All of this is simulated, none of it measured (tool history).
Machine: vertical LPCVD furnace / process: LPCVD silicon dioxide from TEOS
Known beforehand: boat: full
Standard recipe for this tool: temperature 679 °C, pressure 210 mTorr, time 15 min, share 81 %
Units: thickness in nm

run	hour	temperature	pressure	time	share	wafers since the last listed run	hours since the last temperature calibration	hours since the pressure gauge was zeroed	hours since the TEOS flow controller was replaced	hours since the gauge calibration	read-back reference wafer on the same gauge, thickness	thickness
1	0	679	210	15	81	0	2244	2608	3129	628.6	67.4	62.18
2	16.8	679	210	17.5	81	358	2260.8	2624.8	3145.8	645.4	67.46	72.94
3	31.6	679	210	18.5	81	315	2275.6	2639.6	3160.6	660.2	67.41	76.98
4	44.9	679	210	18.5	81	283	2288.9	2652.9	3173.9	673.5	67.37	76.85
# hour 59.1: gauge calibrated
# hour 74.5: pressure gauge zeroed
5	75	679	210	15	81	130	2319	0.5	3204	15.9	67.39	63.79
6	78.4	679	210	15	81	72	2322.4	3.9	3207.4	19.3	67.38	63.79
7	84.3	679	210	15	81	125	2328.3	9.8	3213.3	25.2	67.41	63.84
8	91.3	679	210	15	81	149	2335.3	16.8	3220.3	32.2	67.42	63.81
# hour 130.6: thermocouples replaced and temperature profile calibrated
9	131.1	671	210	15	81	336	0.5	56.6	3260.1	72	67.39	49.18
10	134.5	671	210	15	81	72	3.9	60	3263.5	75.4	67.37	49.31
11	137.9	679	210	15	81	40	7.3	63.4	3266.9	78.8	67.41	59.8
# hour 160.4: TEOS flow controller replaced
12	160.9	674	210	15	81	10	30.3	86.4	0.5	101.8	67.4	52.85
13	171.1	670	260	9.5	81	217	40.5	96.6	10.7	112	67.4	33.83
14	193.8	671	210	15	81	484	63.2	119.3	33.4	134.7	67.37	49.04
15	202	679	210	15	81	174	71.4	127.5	41.6	142.9	67.44	59.74
16	211	679	210	15	81	191	80.4	136.5	50.6	151.9	67.44	59.61
17	228.8	679	180	18.5	85	379	98.2	154.3	68.4	169.7	67.4	69.72
18	241.9	679	190	15	91	279	111.3	167.4	81.5	182.8	67.43	60.21
19	253.9	679	210	15	89	255	123.3	179.4	93.5	194.8	67.39	62.53
20	260.5	679	210	18	81	140	129.9	186	100.1	201.4	67.39	71.42
21	306.3	679	210	19.5	81	976	175.7	231.8	145.9	247.2	67.45	77.73
22	331.5	679	210	15	81	537	200.9	257	171.1	272.4	67.46	59.59
23	348.4	679	210	9.5	89	360	217.8	273.9	188	289.3	67.39	39.5
24	355	683	190	20	81	140	224.4	280.5	194.6	295.9	67.41	83.12
25	372.1	686	175	18	74	364	241.5	297.6	211.7	313	67.39	73.5
26	382.4	671	210	15	81	219	251.8	307.9	222	323.3	67.41	48.87
27	388.5	679	210	15	81	130	257.9	314	228.1	329.4	67.41	59.47
28	396.2	679	210	15	90	164	265.6	321.7	235.8	337.1	67.42	62.67
29	403.1	672	210	15	81	147	272.5	328.6	242.7	344	67.4	50.16
30	416.6	690	165	15	87	287	286	342.1	256.2	357.5	67.4	70.94

Measured less the same run without the tool's hidden state. The same run-to-run variation is in both; the gauge's scatter may not be:
Unlogged tool condition in this case: true tube temperature minus thermocouple reading, K; true pressure minus gauge reading, mTorr; deviation of the TEOS flow from its setpoint, %; gauge reads high (%).
run	thickness
1	+2.42
2	+2.9
3	+3.12
4	+3.17
5	+3.98
6	+3.98
7	+4
8	+4
9	+0.03
10	+0.03
11	+0.02
12	-0.01
13	+0.03
14	-0.05
15	-0.08
16	-0.1
17	-0.23
18	-0.2
19	-0.17
20	-0.21
21	-0.29
22	-0.25
23	-0.18
24	-0.49
25	-0.53
26	-0.24
27	-0.31
28	-0.34
29	-0.27
30	-0.65

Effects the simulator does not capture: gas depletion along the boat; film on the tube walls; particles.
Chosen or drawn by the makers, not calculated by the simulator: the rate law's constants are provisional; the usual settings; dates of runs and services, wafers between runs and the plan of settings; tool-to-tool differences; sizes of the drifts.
